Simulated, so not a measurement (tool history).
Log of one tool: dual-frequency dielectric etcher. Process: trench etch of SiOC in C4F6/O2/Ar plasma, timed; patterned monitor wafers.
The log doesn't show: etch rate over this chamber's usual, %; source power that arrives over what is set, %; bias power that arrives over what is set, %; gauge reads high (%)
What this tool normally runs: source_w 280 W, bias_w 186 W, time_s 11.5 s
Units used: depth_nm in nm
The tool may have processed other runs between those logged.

run	day	source_w	bias_w	time_s	wafers since the last listed run	hours since the last wet clean	hours since the last source power generator calibration	hours since the last bias power generator calibration	hours since the last upper electrode change	hours since the gauge calibration	read-back reference wafer on the same gauge, depth_nm	depth_nm
1	0	280	186	11.5	0	57	2475.8	5158.4	5142.2	476.1	17.6	20.89
2	0.979	280	186	11.5	401	80.5	2499.3	5181.9	5165.7	499.6	17.59	20.92
3	2.25	280	186	11.5	520	111	2529.8	5212.4	5196.2	530.1	17.6	20.89
4	3.55	280	186	11.5	532	142.2	2561	5243.6	5227.4	561.3	17.61	20.69
5	4.083	280	186	12.5	218	155	2573.8	5256.4	5240.2	574.1	17.61	22.62
6	4.892	280	186	12.5	331	174.4	2593.2	5275.8	5259.6	593.5	17.6	22.41
7	6.346	280	186	12.5	595	209.3	2628.1	5310.7	5294.5	628.4	17.6	22.29
8	7.375	280	171	11.5	421	234	2652.8	5335.4	5319.2	653.1	17.6	19.94
9	8.683	240	174	11.5	536	265.4	2684.2	5366.8	5350.6	684.5	17.59	18.64
10	10.05	320	186	11.5	560	298.2	2717	5399.6	5383.4	717.3	17.6	21.61
# day 10.558: gauge calibrated
11	10.671	320	186	11.5	254	313.1	2731.9	5414.5	5398.3	2.7	17.61	21.41
12	11.196	280	186	11.5	215	325.7	2744.5	5427.1	5410.9	15.3	17.6	20.36
# day 11.879: bias power generator calibrated
13	11.9	280	186	11.5	220	342.6	2761.4	0.5	5427.8	32.2	17.6	20.41
14	12.483	280	186	11.5	239	356.6	2775.4	14.5	5441.8	46.2	17.59	20.18
15	13.583	300	186	11.5	450	383	2801.8	40.9	5468.2	72.6	17.6	20.71
# day 14.617: source power generator calibrated
16	14.638	230	206	10.5	363	408.3	0.5	66.2	5493.5	97.9	17.59	17.57
17	16.042	280	186	11.5	575	442	34.2	99.9	5527.2	131.6	17.6	20.01
# day 17.479: wet clean of the chamber
18	17.521	220	159	11.5	196	1	69.7	135.4	5562.7	167.1	17.6	18.28
# day 19.942: upper electrode replaced
19	19.962	260	232	9	590	59.6	128.3	194	0.5	225.7	17.61	17.06
20	19.975	250	217	10	5	59.9	128.6	194.3	0.8	226	17.61	18.3
21	20.271	280	204	13.5	121	67	135.7	201.4	7.9	233.1	17.6	25.22
22	20.829	280	173	9.5	228	80.4	149.1	214.8	21.3	246.5	17.6	16.96
23	21.604	220	186	8	317	99	167.7	233.4	39.9	265.1	17.58	13.15
24	22.862	280	186	13	515	129.2	197.9	263.6	70.1	295.3	17.6	23.33
25	23.875	280	186	11.5	414	153.5	222.2	287.9	94.4	319.6	17.61	20.76
26	24.783	300	218	14	372	175.3	244	309.7	116.2	341.4	17.6	27.04
27	25.288	280	172	11.5	206	187.4	256.1	321.8	128.3	353.5	17.58	20.12
28	26.617	280	158	13.5	544	219.3	288	353.7	160.2	385.4	17.58	22.99
29	27.55	280	186	11.5	382	241.7	310.4	376.1	182.6	407.8	17.6	20.56

What was the tool's hidden state at every run in the log?
source power that arrives over what is set, %: 0, the same for each run
bias power that arrives over what is set, %: 0, the same for each run
gauge reads high (%): 0, the same for each run
H1: etch rate over this chamber's usual, %
run	H1
1	-1.28
2	-1.55
3	-1.9
4	-2.25
5	-2.4
6	-2.62
7	-3.01
8	-3.29
9	-3.65
10	-4.02
11	-4.19
12	-4.34
13	-4.53
14	-4.69
15	-4.99
16	-5.28
17	-5.66
18	-0.392
19	-1.06
20	-1.06
21	-1.14
22	-1.3
23	-1.51
24	-1.85
25	-2.13
26	-2.37
27	-2.51
28	-2.87
29	-3.13

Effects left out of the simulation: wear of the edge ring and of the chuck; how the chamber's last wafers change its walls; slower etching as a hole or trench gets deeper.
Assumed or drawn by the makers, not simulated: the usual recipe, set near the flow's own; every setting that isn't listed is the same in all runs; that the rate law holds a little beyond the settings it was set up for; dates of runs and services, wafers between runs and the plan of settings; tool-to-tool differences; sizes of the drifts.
